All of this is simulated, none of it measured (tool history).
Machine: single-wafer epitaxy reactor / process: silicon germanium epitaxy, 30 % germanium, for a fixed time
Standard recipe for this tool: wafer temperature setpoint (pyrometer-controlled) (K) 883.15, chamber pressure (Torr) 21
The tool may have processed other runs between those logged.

| run | hour | wafer temperature setpoint (pyrometer-controlled) (K) | chamber pressure (Torr) | read-back reference wafer on the same gauge, thickness_nm | mean film thickness on the monitor wafer (Å) |
|---|---|---|---|---|---|
| 1 | 0 | 889.15 | 21 | 80.318 | 918.29 |
| 2 | 84.5 | 889.15 | 21 | 80.366 | 921.2 |
| 3 | 154.4 | 883.15 | 21 | 80.295 | 814.82 |
| 4 | 216.9 | 883.15 | 21 | 80.29 | 816.5 |
| 5 | 476.6 | 883.15 | 21 | 80.376 | 817.95 |
|  | 507.7 | capacitance manometer re-zeroed and calibrated |
| 6 | 569.1 | 883.15 | 21 | 80.237 | 796.2 |
| 7 | 651.3 | 883.15 | 21 | 80.277 | 797.3 |
| 8 | 748.1 | 883.15 | 21 | 80.258 | 798.44 |
| 9 | 840.7 | 877.15 | 21 | 80.357 | 706.32 |
| 10 | 894.2 | 877.15 | 21 | 80.288 | 705.79 |
| 11 | 991.6 | 883.15 | 21 | 80.331 | 799.33 |
|  | 1034.8 | pyrometer calibrated |
| 12 | 1065.7 | 883.15 | 21 | 80.351 | 799.88 |
| 13 | 1149.4 | 896.15 | 26.2 | 80.304 | 1140.59 |
| 14 | 1205.7 | 883.15 | 21 | 80.281 | 805.95 |
| 15 | 1250.9 | 875.15 | 18.9 | 80.291 | 653.08 |
|  | 1310.4 | showerhead replaced |
| 16 | 1350.9 | 894.15 | 19.3 | 80.265 | 971.84 |
| 17 | 1394.5 | 883.15 | 21 | 80.304 | 810.16 |
| 18 | 1474.8 | 878.15 | 21 | 80.28 | 727.97 |
| 19 | 1529.9 | 869.15 | 19 | 80.27 | 581.56 |
| 20 | 1590.5 | 879.15 | 17.8 | 80.287 | 693 |
| 21 | 1641.7 | 879.15 | 25.1 | 80.288 | 805.26 |
| 22 | 1747.3 | 897.15 | 19 | 80.33 | 1029.88 |
|  | 1791.7 | gauge calibrated |
| 23 | 1810.2 | 873.15 | 21 | 80.31 | 662.19 |
| 24 | 1883.2 | 872.15 | 18.7 | 80.291 | 615.97 |
| 25 | 1933.4 | 883.15 | 18.1 | 80.281 | 763.3 |
|  | 2017 | capacitance manometer re-zeroed and calibrated |
| 26 | 2026 | 895.15 | 25 | 80.272 | 1087.9 |
| 27 | 2071.8 | 878.15 | 17.1 | 80.308 | 659.09 |
| 28 | 2159.3 | 878.15 | 16.3 | 80.289 | 643.24 |
| 29 | 2219.5 | 879.15 | 15.8 | 80.289 | 651.27 |
| 30 | 2255.7 | 883.15 | 21 | 80.348 | 798.39 |
| 31 | 2359.3 | 883.15 | 21 | 80.271 | 804.21 |
| 32 | 2421 | 871.15 | 26.1 | 80.215 | 685.04 |
| 33 | 2458.7 | 883.15 | 21 | 80.27 | 798.16 |
| 34 | 2722.7 | 895.15 | 24.4 | 80.318 | 1089.1 |
| 35 | 2793.3 | 897.15 | 23 | 80.346 | 1114.92 |
| 36 | 2856.3 | 894.15 | 17.7 | 80.331 | 936.52 |

3 options for the next run, each taken on its own from the tool as it stands now. Forecast them:
| A | 2856.7 | 883.15 | 21 | ? | ? |
| B | 2856.7 | 874.15 | 23.5 | ? | ? |
| C | 2856.7 | 892.15 | 17.9 | ? | ? |

| run | read-back reference wafer on the same gauge, thickness_nm | mean film thickness on the monitor wafer (Å) |
|---|---|---|
| A | 80.282 | 805.91 |
| B | 80.282 | 702.08 |
| C | 80.282 | 902.51 |
Take away the tool's hidden state, keep each run's random variation, and the runs would have read:
| run | mean film thickness on the monitor wafer (Å) |
|---|---|
| A | 794.5 |
| B | 692.14 |
| C | 889.74 |
